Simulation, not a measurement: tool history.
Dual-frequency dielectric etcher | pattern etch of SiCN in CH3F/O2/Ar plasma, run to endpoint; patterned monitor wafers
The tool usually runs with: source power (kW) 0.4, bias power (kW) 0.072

run    hour  source power (kW)  bias power (kW)  incoming incoming film thickness, nm  endpoint time (s)
  1       0               0.47            0.072                                  7.05               18.9
  2    85.9               0.47            0.072                                  7.03                 19
  3   132.7               0.47            0.072                                  7.01                 19
  4   225.3               0.36            0.072                                  7.03               20.5
  5   301.5               0.36            0.072                                  7.01               20.5
  6   355.7               0.36            0.072                                     7               20.6
      398.3  -- wet clean of the chamber
  7   446.5                0.4            0.072                                  7.01               20.2
  8   544.7                0.4            0.072                                  7.02                 20
  9   635.1               0.32            0.072                                  7.01               21.4
 10   708.8               0.32            0.072                                  7.03               21.5
      838.7  -- source power generator calibrated
      926.1  -- wet clean of the chamber
 11   960.5               0.32            0.072                                  7.03               21.6
 12  1042.7                0.4            0.083                                     7               18.9
 13  1121.9                0.4            0.083                                  6.99                 19
 14  1221.6                0.4            0.083                                  6.98                 19
 15    1288                0.4            0.072                                  6.95                 20
       1299  -- bias power generator calibrated
 16  1326.2               0.32            0.072                                  6.98                 21
 17  1375.5               0.47            0.072                                  7.04               18.7
     1456.8  -- wet clean of the chamber
 18  1457.3               0.33            0.081                                  7.02                 20
 19  1482.3               0.32            0.072                                  7.03               21.4
     1531.7  -- upper electrode replaced
 20  1535.5                0.4            0.062                                  6.98                 21
 21  1619.5               0.33            0.057                                  7.04               23.3
 22  1666.3               0.46            0.079                                  6.99               18.1
 23  1746.3               0.44            0.072                                  6.96               19.2
 24  1785.2               0.47            0.072                                  7.04                 19
 25  1821.2               0.37            0.085                                  6.95               18.6
 26    1901                0.4             0.08                                  6.91               18.6
     2023.3  -- wet clean of the chamber
 27  2023.8               0.33            0.079                                  6.94                 20
 28  2056.2                0.4            0.056                                  6.97               22.1
 29  2100.5                0.4            0.065                                  6.99               20.5
 30  2173.7                0.4            0.088                                  6.99               18.3

List, for all runs, the conditions of the tool that the log does not record:
etch rate over this chamber's usual, %: 0 in every run
source power that arrives over what is set, %: 0 in every run
H1: bias power that arrives over what is set, %
run       H1
  1   -0.322
  2   -0.488
  3   -0.587
  4   -0.799
  5   -0.989
  6    -1.13
  7    -1.39
  8    -1.69
  9    -1.99
 10    -2.25
 11    -3.24
 12     -3.6
 13    -3.96
 14    -4.44
 15    -4.77
 16    0.147
 17    0.141
 18    0.117
 19    0.106
 20    0.078
 21   0.0193
 22  -0.0211
 23   -0.103
 24   -0.148
 25   -0.194
 26   -0.307
 27   -0.511
 28   -0.571
 29   -0.658
 30   -0.812

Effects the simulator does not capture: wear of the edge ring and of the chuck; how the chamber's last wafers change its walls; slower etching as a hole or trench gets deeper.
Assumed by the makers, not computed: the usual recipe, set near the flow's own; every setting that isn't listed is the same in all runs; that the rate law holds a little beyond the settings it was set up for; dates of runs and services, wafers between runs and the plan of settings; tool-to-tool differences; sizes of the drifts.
